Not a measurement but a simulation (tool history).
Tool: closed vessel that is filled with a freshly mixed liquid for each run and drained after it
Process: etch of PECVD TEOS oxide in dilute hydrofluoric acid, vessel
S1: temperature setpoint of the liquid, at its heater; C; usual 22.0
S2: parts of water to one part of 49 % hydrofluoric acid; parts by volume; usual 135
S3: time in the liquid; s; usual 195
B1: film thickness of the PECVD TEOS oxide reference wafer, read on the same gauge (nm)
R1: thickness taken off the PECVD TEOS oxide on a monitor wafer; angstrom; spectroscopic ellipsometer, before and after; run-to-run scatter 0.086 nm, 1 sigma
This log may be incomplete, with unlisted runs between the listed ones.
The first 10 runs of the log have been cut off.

run	hour	S1	S2	S3	B1	R1
11	145.0	26.0	135	275	30.00	264.9
12	156.1	22.0	135	195	30.02	160.0
13	166.5	22.0	135	195	30.01	160.6
14	174.1	17.0	195	245	30.01	106.6
15	183.5	18.0	135	195	30.01	136.7
16	194.7	22.0	135	195	30.00	160.0
17	205.0	22.0	135	100	30.01	81.7
18	212.7	26.0	160	165	30.01	127.8
19	219.9	22.0	135	195	30.00	158.3
20	234.2	22.0	135	195	29.99	158.1
# hour 244.5: gauge calibrated
21	248.3	20.0	190	195	30.00	98.9
22	261.9	23.5	135	195	30.00	166.7
# hour 270.3: hydrofluoric acid flow meter replaced
23	272.5	20.0	115	95	30.02	101.2
24	279.7	18.0	90	150	30.00	192.0
25	285.8	18.5	70	125	30.01	215.5
26	293.1	25.0	180	195	30.01	149.2
27	303.6	20.0	75	100	29.97	169.7
28	313.7	22.0	135	195	30.00	186.6
29	329.8	20.0	135	240	30.02	211.9
30	377.7	22.0	135	195	30.00	185.4
31	393.3	22.0	135	260	29.99	246.9
32	406.9	22.0	135	195	30.00	185.1
33	422.9	20.0	75	100	29.99	168.5

Consider 4 possible next runs. They are alternatives, not a sequence: every one starts from the tool as it was left by run 33. What does each give?
A	423.6	22.0	135	195	?	?
B	423.6	24.5	135	165	?	?
C	423.6	22.0	80	195	?	?
D	423.6	23.5	110	160	?	?

run	B1	R1
A	30.00	183.2
B	30.00	170.9
C	30.00	329.6
D	30.00	201.5
Had the tool no hidden state, the same runs would have come out as:
run	R1
A	189.0
B	176.3
C	339.9
D	207.8
